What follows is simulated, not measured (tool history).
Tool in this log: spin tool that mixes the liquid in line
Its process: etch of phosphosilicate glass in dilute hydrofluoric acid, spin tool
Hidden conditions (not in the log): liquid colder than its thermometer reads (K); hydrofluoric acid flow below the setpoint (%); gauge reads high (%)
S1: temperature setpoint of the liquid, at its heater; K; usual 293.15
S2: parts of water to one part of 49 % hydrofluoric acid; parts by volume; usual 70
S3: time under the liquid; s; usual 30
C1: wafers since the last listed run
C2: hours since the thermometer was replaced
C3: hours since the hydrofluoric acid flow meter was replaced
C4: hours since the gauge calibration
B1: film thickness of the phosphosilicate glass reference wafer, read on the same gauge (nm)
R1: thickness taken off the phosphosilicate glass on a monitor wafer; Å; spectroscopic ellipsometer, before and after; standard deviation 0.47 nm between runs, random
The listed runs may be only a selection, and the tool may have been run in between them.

| run | day | S1 | S2 | S3 | C1 | C2 | C3 | C4 | B1 | R1 |
|---|---|---|---|---|---|---|---|---|---|---|
| 1 | 0 | 290.15 | 70 | 30 | 0 | 2632.5 | 954.8 | 299.9 | 50 | 668 |
| 2 | 2.633 | 290.15 | 70 | 30 | 485 | 2695.7 | 1018 | 363.1 | 50 | 676 |
| 3 | 4.767 | 290.15 | 70 | 30 | 393 | 2746.9 | 1069.2 | 414.3 | 50.01 | 678.8 |
| 4 | 5.812 | 296.65 | 70 | 30 | 192 | 2772 | 1094.3 | 439.4 | 49.99 | 880.3 |
| 5 | 7.388 | 293.15 | 70 | 30 | 290 | 2809.8 | 1132.1 | 477.2 | 50.01 | 762.6 |
| 6 | 8.462 | 293.15 | 70 | 30 | 198 | 2835.6 | 1157.9 | 503 | 50 | 772.5 |
| 7 | 10.588 | 293.15 | 70 | 30 | 392 | 2886.6 | 1208.9 | 554 | 50.01 | 762.1 |
|  | 11.725 | thermometer replaced |
|  | 11.817 | gauge calibrated |
|  | 12.996 | hydrofluoric acid flow meter replaced |
| 8 | 13.375 | 293.15 | 70 | 30 | 498 | 39.6 | 9.1 | 37.4 | 50.02 | 757.7 |
| 9 | 16.212 | 293.15 | 65 | 30 | 523 | 107.7 | 77.2 | 105.5 | 49.99 | 825.6 |
| 10 | 17.671 | 298.15 | 85 | 40 | 269 | 142.7 | 112.2 | 140.5 | 50.01 | 997.4 |
| 11 | 19.388 | 290.15 | 85 | 35 | 316 | 183.9 | 153.4 | 181.7 | 50 | 635.6 |
| 12 | 20.804 | 291.15 | 70 | 30 | 261 | 217.9 | 187.4 | 215.7 | 49.99 | 705.3 |
| 13 | 23.338 | 291.15 | 70 | 30 | 467 | 278.7 | 248.2 | 276.5 | 50 | 700.9 |
| 14 | 24.871 | 293.15 | 70 | 30 | 282 | 315.5 | 285 | 313.3 | 50 | 765.5 |
| 15 | 26.983 | 293.15 | 60 | 50 | 389 | 366.2 | 335.7 | 364 | 49.99 | 1489.4 |
| 16 | 29.871 | 290.65 | 90 | 50 | 532 | 435.5 | 405 | 433.3 | 49.99 | 872.9 |

What does the tool deliver on the next run?
| 17 | 32.438 | 293.15 | 70 | 30 | 473 | 497.1 | 466.6 | 494.9 | ? | ? |

{"run 17": {"B1": 49.99, "R1": 761.7}}
Minus the tool's unlogged condition, the same run would have read R1 761.7 Å.
